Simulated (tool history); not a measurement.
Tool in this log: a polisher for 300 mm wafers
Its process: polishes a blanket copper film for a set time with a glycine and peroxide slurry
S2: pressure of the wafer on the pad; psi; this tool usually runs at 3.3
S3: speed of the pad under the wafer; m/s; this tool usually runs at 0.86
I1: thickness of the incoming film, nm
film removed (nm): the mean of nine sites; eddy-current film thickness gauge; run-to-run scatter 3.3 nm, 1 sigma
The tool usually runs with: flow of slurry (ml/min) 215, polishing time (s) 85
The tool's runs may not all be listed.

Run 1, hour 0.0: usual settings but flow of slurry (ml/min) 195, S3 0.98 m/s; I1 2321.7. Result: film removed (nm) 403.2.
Run 2, hour 12.1: usual settings but flow of slurry (ml/min) 195, S3 0.98 m/s; I1 2332.1. Result: film removed (nm) 396.4.
At hour 31.5: worn pad replaced by a new one.
Run 3, hour 32.0: usual settings but flow of slurry (ml/min) 195, S3 0.98 m/s; I1 2310.3. Result: film removed (nm) 426.0.
Run 4, hour 45.3: usual settings but flow of slurry (ml/min) 235; I1 2321.3. Result: film removed (nm) 381.9.
Run 5, hour 63.4: usual settings but flow of slurry (ml/min) 235; I1 2374.2. Result: film removed (nm) 380.0.
Run 6, hour 73.9: usual settings; I1 2293.7. Result: film removed (nm) 370.2.
Run 7, hour 91.0: usual settings; I1 2376.9. Result: film removed (nm) 369.0.
Run 8, hour 103.3: usual settings; I1 2338.5. Result: film removed (nm) 363.4.
At hour 106.5: slurry nozzle cleaned.
At hour 110.5: worn pad replaced by a new one.
Run 9, hour 115.4: usual settings; I1 2312.6. Result: film removed (nm) 379.6.
Run 10, hour 121.5: usual settings but flow of slurry (ml/min) 250, S2 4.2 psi, S3 1.02 m/s, polishing time (s) 72; I1 2372.8. Result: film removed (nm) 461.5.
Run 11, hour 130.5: usual settings but flow of slurry (ml/min) 255, S2 3.0 psi, S3 1.00 m/s, polishing time (s) 71; I1 2337.5. Result: film removed (nm) 336.9.
Run 12, hour 142.0: usual settings; I1 2291.6. Result: film removed (nm) 375.1.
At hour 157.0: head pressure recalibrated.
Run 13, hour 157.5: usual settings but flow of slurry (ml/min) 285, S2 3.9 psi, S3 0.60 m/s, polishing time (s) 58; I1 2334.9. Result: film removed (nm) 222.9.
Run 14, hour 168.6: usual settings but S2 3.9 psi, polishing time (s) 108; I1 2327.6. Result: film removed (nm) 539.6.
Run 15, hour 181.5: usual settings but flow of slurry (ml/min) 180, polishing time (s) 58; I1 2373.9. Result: film removed (nm) 242.0.
At hour 198.3: worn pad replaced by a new one.
Run 16, hour 198.8: usual settings but S3 0.68 m/s, polishing time (s) 67; I1 2276.2. Result: film removed (nm) 247.5.
Run 17, hour 206.3: usual settings but S2 4.5 psi, polishing time (s) 95; I1 2333.7. Result: film removed (nm) 557.9.

5 options for the next run, each taken on its own from the tool as it stands now. Forecast them:
Run A, hour 206.7: usual settings; I1 2306.8. Result: film removed (nm) ?.
Run B, hour 206.7: usual settings but S2 4.2 psi, S3 0.94 m/s, polishing time (s) 111; I1 2306.8. Result: film removed (nm) ?.
Run C, hour 206.7: usual settings but flow of slurry (ml/min) 280, S2 2.6 psi, S3 0.74 m/s, polishing time (s) 70; I1 2306.8. Result: film removed (nm) ?.
Run D, hour 206.7: usual settings but S2 4.0 psi; I1 2306.8. Result: film removed (nm) ?.
Run E, hour 206.7: usual settings but polishing time (s) 107; I1 2306.8. Result: film removed (nm) ?.

run  film removed (nm)
  A              382.5
  B              661.1
  C              238.0
  D              449.6
  E              481.5
Take away the tool's hidden state, keep each run's random variation, and the runs would have read:
run  film removed (nm)
  A              385.7
  B              666.7
  C              240.1
  D              453.4
  E              485.5

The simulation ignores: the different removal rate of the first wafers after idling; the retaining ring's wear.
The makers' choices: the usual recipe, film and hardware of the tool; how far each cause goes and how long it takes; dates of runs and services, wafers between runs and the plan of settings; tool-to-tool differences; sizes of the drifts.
